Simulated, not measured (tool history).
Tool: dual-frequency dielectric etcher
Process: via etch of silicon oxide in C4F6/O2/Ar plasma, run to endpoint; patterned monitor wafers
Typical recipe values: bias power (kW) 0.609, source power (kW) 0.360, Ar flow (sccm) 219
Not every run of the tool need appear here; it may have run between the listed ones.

run    hour  bias power (kW)  source power (kW)  Ar flow (sccm)  wafers since the last listed run  hours since the last wet clean  hours since the last bias power generator calibration  hours since the last source power generator calibration  hours since the last Ar flow controller change  hours since the last upper electrode change  incoming incoming film thickness, nm  endpoint time (s)
  1     0.0            0.609              0.360             219                                 0                           126.7                                                 2583.2                                                   1072.4                                          3476.4                                       1945.8                                  67.0               13.1
  2   322.7            0.609              0.360             219                              5899                           449.4                                                 2905.9                                                   1395.1                                          3799.1                                       2268.5                                  67.2               12.9
  3   369.1            0.609              0.360             219                               848                           495.8                                                 2952.3                                                   1441.5                                          3845.5                                       2314.9                                  66.8               12.7
      504.3  -- wet clean of the chamber
  4   648.5            0.609              0.360             231                              4669                           144.2                                                 3231.7                                                   1720.9                                          4124.9                                       2594.3                                  67.3               13.2
      687.7  -- bias power generator calibrated
      716.6  -- Ar flow controller replaced
  5   731.0            0.609              0.360             231                              1325                           226.7                                                   43.3                                                   1803.4                                            14.4                                       2676.8                                  66.8               13.1
  6   780.6            0.609              0.360             219                               906                           276.3                                                   92.9                                                   1853.0                                            64.0                                       2726.4                                  67.2               13.0
      814.4  -- upper electrode replaced
  7   821.3            0.609              0.360             219                               305                           317.0                                                  133.6                                                   1893.7                                           104.7                                          6.9                                  67.2               13.0
  8   919.2            0.609              0.360             219                              1789                           414.9                                                  231.5                                                   1991.6                                           202.6                                        104.8                                  67.5               12.9
  9  1006.6            0.540              0.360             194                              1597                           502.3                                                  318.9                                                   2079.0                                           290.0                                        192.2                                  67.3               13.1
     1096.8  -- wet clean of the chamber
 10  1107.6            0.521              0.340             190                              1407                            10.8                                                  419.9                                                   2180.0                                           391.0                                        293.2                                  67.1               14.0
 11  1167.6            0.609              0.360             205                              1096                            70.8                                                  479.9                                                   2240.0                                           451.0                                        353.2                                  67.5               13.0
     1187.6  -- source power generator calibrated
 12  1232.0            0.609              0.310             219                              1104                           135.2                                                  544.3                                                     44.4                                           515.4                                        417.6                                  66.7               13.9
 13  1278.5            0.609              0.440             219                               850                           181.7                                                  590.8                                                     90.9                                           561.9                                        464.1                                  67.1               12.3
 14  1370.4            0.609              0.360             219                              1680                           273.6                                                  682.7                                                    182.8                                           653.8                                        556.0                                  67.1               13.2
 15  1420.0            0.609              0.360             219                               906                           323.2                                                  732.3                                                    232.4                                           703.4                                        605.6                                  66.9               13.1
 16  1507.5            0.609              0.430             236                              1599                           410.7                                                  819.8                                                    319.9                                           790.9                                        693.1                                  66.7               12.2

Pick out some run-to-run changes in endpoint time (s). Of each, how much would a tool without hidden state show as well, from the settings, what came in and chance, and how much is left for the hidden state and any gauge scatter not in both results compared?
Hidden conditions of the tool in this case: etch rate over this chamber's usual, %; bias power that arrives over what is set, %; source power that arrives over what is set, %; Ar flow that arrives over what is set, %.
Run 9 -> 10: bias power (kW) 0.540 -> 0.521, source power (kW) 0.360 -> 0.340, Ar flow (sccm) 194 -> 190, wet clean of the chamber. endpoint time (s) +0.9: hidden state +0.4, all else +0.5.
Run 12 -> 13: source power (kW) 0.310 -> 0.440. endpoint time (s) -1.6: hidden state +0.0, all else -1.6.
